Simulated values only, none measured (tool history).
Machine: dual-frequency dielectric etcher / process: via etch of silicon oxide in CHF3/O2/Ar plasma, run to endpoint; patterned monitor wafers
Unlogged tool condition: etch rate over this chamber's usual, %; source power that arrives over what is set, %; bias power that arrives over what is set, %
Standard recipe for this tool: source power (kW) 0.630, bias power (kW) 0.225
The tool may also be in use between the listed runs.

run    hour  source power (kW)  bias power (kW)  wafers since the last listed run  hours since the last wet clean  hours since the last source power generator calibration  hours since the last bias power generator calibration  hours since the last upper electrode change  incoming incoming film thickness, nm  endpoint time (s)
  1     0.0              0.680            0.225                                 0                           255.9                                                    602.0                                                 4032.4                                       2079.0                                 403.5              178.1
  2    72.0              0.630            0.225                               283                           327.9                                                    674.0                                                 4104.4                                       2151.0                                 409.5              190.3
  3   118.5              0.700            0.196                               182                           374.4                                                    720.5                                                 4150.9                                       2197.5                                 409.7              189.9
  4   222.1              0.630            0.225                               407                           478.0                                                    824.1                                                 4254.5                                       2301.1                                 402.5              187.8
  5   263.3              0.630            0.225                               161                           519.2                                                    865.3                                                 4295.7                                       2342.3                                 408.8              191.5
  6   360.1              0.630            0.255                               380                           616.0                                                    962.1                                                 4392.5                                       2439.1                                 407.1              183.2
  7   449.4              0.720            0.225                               351                           705.3                                                   1051.4                                                 4481.8                                       2528.4                                 406.2              176.9
      486.3  -- wet clean of the chamber
  8   532.0              0.720            0.225                               230                            45.7                                                   1134.0                                                 4564.4                                       2611.0                                 412.0              173.3
  9   604.4              0.720            0.225                               284                           118.1                                                   1206.4                                                 4636.8                                       2683.4                                 406.5              171.7
 10   861.5              0.630            0.225                              1010                           375.2                                                   1463.5                                                 4893.9                                       2940.5                                 413.3              195.4
 11   914.8              0.630            0.225                               209                           428.5                                                   1516.8                                                 4947.2                                       2993.8                                 408.8              191.4
 12   968.3              0.550            0.241                               210                           482.0                                                   1570.3                                                 5000.7                                       3047.3                                 406.5              203.9
 13  1028.4              0.550            0.241                               236                           542.1                                                   1630.4                                                 5060.8                                       3107.4                                 406.5              204.6
 14  1086.3              0.530            0.225                               227                           600.0                                                   1688.3                                                 5118.7                                       3165.3                                 405.7              213.0
     1154.4  -- wet clean of the chamber
     1156.6  -- upper electrode replaced, of another model than before
 15  1177.5              0.630            0.225                               255                            23.1                                                   1779.5                                                 5209.9                                         20.9                                 411.1              187.1
 16  1262.3              0.740            0.186                               333                           107.9                                                   1864.3                                                 5294.7                                        105.7                                 407.8              176.8
     1333.6  -- bias power generator calibrated
 17  1366.9              0.760            0.272                               395                           212.5                                                   1968.9                                                   33.3                                        210.3                                 409.6              150.6
 18  1462.7              0.630            0.225                               376                           308.3                                                   2064.7                                                  129.1                                        306.1                                 409.6              191.7
 19  1522.3              0.480            0.260                               234                           367.9                                                   2124.3                                                  188.7                                        365.7                                 407.7              244.1
 20  1568.7              0.630            0.241                               182                           414.3                                                   2170.7                                                  235.1                                        412.1                                 411.6              188.6
 21  1648.3              0.630            0.225                               312                           493.9                                                   2250.3                                                  314.7                                        491.7                                 407.7              195.0
 22  1724.6              0.540            0.225                               299                           570.2                                                   2326.6                                                  391.0                                        568.0                                 406.7              224.1
 23  1821.4              0.560            0.203                               380                           667.0                                                   2423.4                                                  487.8                                        664.8                                 412.9              232.3
 24  1872.9              0.770            0.195                               202                           718.5                                                   2474.9                                                  539.3                                        716.3                                 411.6              178.8
     1999.0  -- wet clean of the chamber
 25  2114.7              0.550            0.241                               856                           115.7                                                   2716.7                                                  781.1                                        958.1                                 411.5              203.3
 26  2217.8              0.630            0.225                               405                           218.8                                                   2819.8                                                  884.2                                       1061.2                                 407.9              183.5
     2391.6  -- source power generator calibrated
 27  2517.8              0.630            0.225                              1163                           518.8                                                    126.2                                                 1184.2                                       1361.2                                 406.3              186.2
 28  2619.8              0.480            0.225                               400                           620.8                                                    228.2                                                 1286.2                                       1463.2                                 406.3              260.1
     2660.4  -- wet clean of the chamber
 29  2672.8              0.630            0.225                               113                            12.4                                                    281.2                                                 1339.2                                       1516.2                                 408.3              184.2
 30  2751.7              0.590            0.277                               310                            91.3                                                    360.1                                                 1418.1                                       1595.1                                 407.8              177.9
 31  2829.1              0.550            0.255                               304                           168.7                                                    437.5                                                 1495.5                                       1672.5                                 409.0              204.7
 32  2930.6              0.630            0.225                               398                           270.2                                                    539.0                                                 1597.0                                       1774.0                                 405.7              187.9
 33  3030.3              0.630            0.225                               391                           369.9                                                    638.7                                                 1696.7                                       1873.7                                 409.7              190.9
 34  3109.3              0.710            0.192                               310                           448.9                                                    717.7                                                 1775.7                                       1952.7                                 408.9              181.0
 35  3165.7              0.580            0.193                               221                           505.3                                                    774.1                                                 1832.1                                       2009.1                                 405.8              221.8

Take each entry between the runs: how does the hidden state at the last listed run before it differ from the hidden state at the first listed run after it?
In the gap between runs 7 and 8: wet clean of the chamber (hour 486.3)
  etch rate over this chamber's usual, %: -4.96 -> -0.91
  measured result minus the result with no hidden state, endpoint time (s): +8.8 -> +1.6
In the gap between runs 14 and 15: wet clean of the chamber (hour 1154.4); upper electrode replaced, of another model than before (hour 1156.6)
  etch rate over this chamber's usual, %: -4.81 -> -0.802
  measured result minus the result with no hidden state, endpoint time (s): +10.3 -> +1.5
In the gap between runs 16 and 17: bias power generator calibrated (hour 1333.6)
  etch rate over this chamber's usual, %: -1.4 -> -2.13
  measured result minus the result with no hidden state, endpoint time (s): +2.4 -> +3.2
In the gap between runs 24 and 25: wet clean of the chamber (hour 1999.0)
  etch rate over this chamber's usual, %: -5.69 -> 0.695
  measured result minus the result with no hidden state, endpoint time (s): +10.2 -> -1.4
In the gap between runs 26 and 27: source power generator calibrated (hour 2391.6)
  etch rate over this chamber's usual, %: -0.03 -> -2.14
  measured result minus the result with no hidden state, endpoint time (s): +0.0 -> +4.0
In the gap between runs 28 and 29: wet clean of the chamber (hour 2660.4)
  etch rate over this chamber's usual, %: -2.86 -> 0.178
  measured result minus the result with no hidden state, endpoint time (s): +7.5 -> -0.3

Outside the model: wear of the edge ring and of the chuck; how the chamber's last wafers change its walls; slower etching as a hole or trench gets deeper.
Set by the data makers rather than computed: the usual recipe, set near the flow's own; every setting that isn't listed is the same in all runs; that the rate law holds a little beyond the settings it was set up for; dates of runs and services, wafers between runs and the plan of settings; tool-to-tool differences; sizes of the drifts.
